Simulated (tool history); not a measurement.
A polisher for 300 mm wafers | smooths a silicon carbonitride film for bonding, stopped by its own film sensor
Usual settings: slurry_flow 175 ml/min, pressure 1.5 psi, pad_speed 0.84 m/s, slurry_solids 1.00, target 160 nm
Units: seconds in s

| run | hour | slurry_flow | pressure | pad_speed | slurry_solids | target | incoming thickness of the incoming film, nm | seconds |
|---|---|---|---|---|---|---|---|---|
| 1 | 0.0 | 175 | 1.5 | 0.84 | 1.00 | 160 | 178.6 | 118.6 |
|  | 18.2 | worn pad replaced by a new one |
|  | 29.9 | slurry nozzle cleaned |
| 2 | 71.1 | 175 | 1.5 | 0.84 | 1.00 | 160 | 180.0 | 125.9 |
| 3 | 120.3 | 175 | 1.5 | 0.84 | 1.00 | 160 | 179.0 | 122.5 |
|  | 139.0 | slurry blender recalibrated |
| 4 | 299.1 | 175 | 1.5 | 0.84 | 1.00 | 160 | 181.0 | 136.6 |
|  | 351.2 | slurry nozzle cleaned |
| 5 | 365.3 | 175 | 1.5 | 0.84 | 1.00 | 160 | 179.2 | 128.0 |
|  | 419.6 | worn pad replaced by a new one |
| 6 | 436.5 | 175 | 1.5 | 0.84 | 1.00 | 160 | 181.3 | 142.2 |
|  | 484.5 | slurry blender recalibrated |
| 7 | 488.5 | 175 | 1.5 | 0.84 | 1.00 | 160 | 179.0 | 129.7 |
| 8 | 553.8 | 155 | 1.5 | 1.02 | 1.00 | 160 | 178.8 | 114.7 |
| 9 | 578.0 | 155 | 1.5 | 1.02 | 1.00 | 160 | 181.2 | 129.9 |
| 10 | 616.3 | 175 | 1.5 | 0.84 | 1.00 | 160 | 181.4 | 138.8 |
| 11 | 657.9 | 175 | 1.5 | 0.84 | 1.00 | 160 | 180.5 | 137.3 |
| 12 | 686.5 | 175 | 1.5 | 0.84 | 1.00 | 160 | 180.3 | 133.6 |
| 13 | 733.0 | 175 | 1.0 | 0.84 | 1.00 | 163 | 181.4 | 170.3 |
|  | 742.2 | head pressure recalibrated |
|  | 759.8 | slurry nozzle cleaned |
|  | 769.2 | worn pad replaced by a new one |
| 14 | 778.4 | 175 | 1.8 | 1.10 | 1.25 | 160 | 179.8 | 82.6 |
|  | 824.3 | slurry blender recalibrated |
| 15 | 844.6 | 175 | 1.2 | 0.84 | 1.20 | 160 | 178.7 | 131.9 |
| 16 | 878.5 | 120 | 1.2 | 0.84 | 1.00 | 160 | 179.6 | 162.2 |
| 17 | 930.6 | 225 | 1.1 | 0.84 | 1.25 | 160 | 183.0 | 161.3 |

The next listed run, before its measurement:
| 18 | 997.0 | 175 | 1.5 | 0.84 | 1.00 | 160 | 179.1 | ? |

Run 18 gave seconds 122.2 s.
Without the tool's hidden state the same run would have given seconds 115.0 s.
